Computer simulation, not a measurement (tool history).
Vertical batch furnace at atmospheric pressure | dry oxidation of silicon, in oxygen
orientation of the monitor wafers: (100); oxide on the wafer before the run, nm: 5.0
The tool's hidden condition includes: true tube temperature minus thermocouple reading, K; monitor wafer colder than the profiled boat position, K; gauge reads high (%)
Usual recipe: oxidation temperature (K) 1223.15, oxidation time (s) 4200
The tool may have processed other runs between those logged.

run      day  oxidation temperature (K)  oxidation time (s)  wafers since the last listed run  hours since the last temperature calibration  hours since the boat lift was adjusted  hours since the gauge calibration  read-back reference wafer on the same gauge, thickness  oxide thickness on the monitor wafer (Å)
  1    0.000                    1216.15                4200                                 0                                        1594.9                                  2095.7                             3354.5                                                   32.31                                     352.3
  2    2.162                    1239.15                4200                               732                                        1646.8                                  2147.6                             3406.4                                                   32.29                                     431.8
  3    6.408                    1239.15                4200                              1438                                        1748.7                                  2249.5                             3508.3                                                   32.30                                     427.6
  4    9.633                    1223.15                4200                              1092                                        1826.1                                  2326.9                             3585.7                                                   32.31                                     374.5
  5   13.508                    1223.15                4200                              1313                                        1919.1                                  2419.9                             3678.7                                                   32.27                                     372.8
  6   16.612                    1223.15                4200                              1051                                        1993.6                                  2494.4                             3753.2                                                   32.29                                     370.4
  7   18.712                    1223.15                4200                               711                                        2044.0                                  2544.8                             3803.6                                                   32.32                                     371.8
      20.475  -- thermocouples replaced and temperature profile calibrated
  8   22.154                    1223.15                4200                               827                                          40.3                                  2627.4                             3886.2                                                   32.30                                     367.3
  9   25.338                    1223.15                4200                              1078                                         116.7                                  2703.8                             3962.6                                                   32.28                                     367.9
 10   28.329                    1223.15                4200                              1013                                         188.5                                  2775.6                             4034.4                                                   32.29                                     367.9
 11   32.088                    1223.15                4200                              1273                                         278.7                                  2865.8                             4124.6                                                   32.30                                     366.3
      35.133  -- gauge calibrated
 12   36.554                    1223.15                2940                              1513                                         385.9                                  2973.0                               34.1                                                   32.30                                     294.5
 13   39.925                    1223.15                2940                              1142                                         466.8                                  3053.9                              115.0                                                   32.26                                     295.0
 14   42.304                    1223.15                4200                               806                                         523.9                                  3111.0                              172.1                                                   32.30                                     370.9
 15   45.367                    1223.15                2850                              1037                                         597.4                                  3184.5                              245.6                                                   32.30                                     290.5
 16   47.171                    1223.15                4200                               611                                         640.7                                  3227.8                              288.9                                                   32.33                                     366.9
 17   50.408                    1223.15                3240                              1097                                         718.4                                  3305.5                              366.6                                                   32.31                                     310.0
 18   63.908                    1223.15                4200                              4574                                        1042.4                                  3629.5                              690.6                                                   32.30                                     365.9
 19   66.229                    1223.15                3240                               786                                        1098.1                                  3685.2                              746.3                                                   32.32                                     314.3
 20   69.383                    1223.15                5070                              1068                                        1173.8                                  3760.9                              822.0                                                   32.28                                     416.2
 21   71.554                    1241.15                5820                               735                                        1225.9                                  3813.0                              874.1                                                   32.29                                     535.9
 22   75.025                    1223.15                4200                              1176                                        1309.2                                  3896.3                              957.4                                                   32.28                                     368.3
 23   76.600                    1201.15                3450                               533                                        1347.0                                  3934.1                              995.2                                                   32.32                                     265.4
 24   79.804                    1223.15                4200                              1085                                        1423.9                                  4011.0                             1072.1                                                   32.29                                     368.1
 25   83.829                    1233.15                5430                              1363                                        1520.5                                  4107.6                             1168.7                                                   32.26                                     478.6
 26   87.062                    1223.15                4200                              1095                                        1598.1                                  4185.2                             1246.3                                                   32.28                                     370.2
 27   89.775                    1236.15                5190                               919                                        1663.2                                  4250.3                             1311.4                                                   32.30                                     474.7
 28   91.362                    1223.15                4200                               537                                        1701.3                                  4288.4                             1349.5                                                   32.31                                     368.8
      92.996  -- boat lift adjusted
 29   98.508                    1214.15                5100                              2082                                        1872.8                                   132.3                             1521.0                                                   32.29                                     395.5
 30  102.367                    1201.15                4200                              1307                                        1965.4                                   224.9                             1613.6                                                   32.32                                     309.6
 31  106.308                    1209.15                3120                              1335                                        2060.0                                   319.5                             1708.2                                                   32.31                                     276.8
     107.462  -- thermocouples replaced and temperature profile calibrated
 32  108.471                    1223.15                4200                               393                                          24.2                                   371.4                             1760.1                                                   32.30                                     376.0
 33  110.096                    1199.15                5790                               550                                          63.2                                   410.4                             1799.1                                                   32.27                                     367.6
 34  114.400                    1223.15                4200                              1458                                         166.5                                   513.7                             1902.4                                                   32.32                                     374.6
 35  117.217                    1236.15                2820                               954                                         234.1                                   581.3                             1970.0                                                   32.29                                     332.2
 36  119.788                    1238.15                2580                               871                                         295.8                                   643.0                             2031.7                                                   32.29                                     315.7
 37  123.500                    1223.15                3330                              1258                                         384.9                                   732.1                             2120.8                                                   32.32                                     321.4
 38  127.329                    1223.15                5700                              1297                                         476.8                                   824.0                             2212.7                                                   32.29                                     460.5
 39  129.508                    1215.15                6240                               738                                         529.1                                   876.3                             2265.0                                                   32.30                                     450.5

Below are 4 alternative next runs, each starting from the tool's condition after run 39. Predict each:
  A  129.754                    1223.15                4200                                83                                         535.0                                   882.2                             2270.9                                                       ?                                         ?
  B  129.754                    1205.15                2130                                83                                         535.0                                   882.2                             2270.9                                                       ?                                         ?
  C  129.754                    1240.15                2790                                83                                         535.0                                   882.2                             2270.9                                                       ?                                         ?
  D  129.754                    1230.15                4200                                83                                         535.0                                   882.2                             2270.9                                                       ?                                         ?

run  read-back reference wafer on the same gauge, thickness  oxide thickness on the monitor wafer (Å)
  A                                                   32.31                                     376.4
  B                                                   32.31                                     210.5
  C                                                   32.31                                     338.1
  D                                                   32.31                                     402.4
Stripped of hidden state, with their random variation kept, the same runs would have yielded:
run  oxide thickness on the monitor wafer (Å)
  A                                     376.7
  B                                     210.7
  C                                     338.2
  D                                     402.6
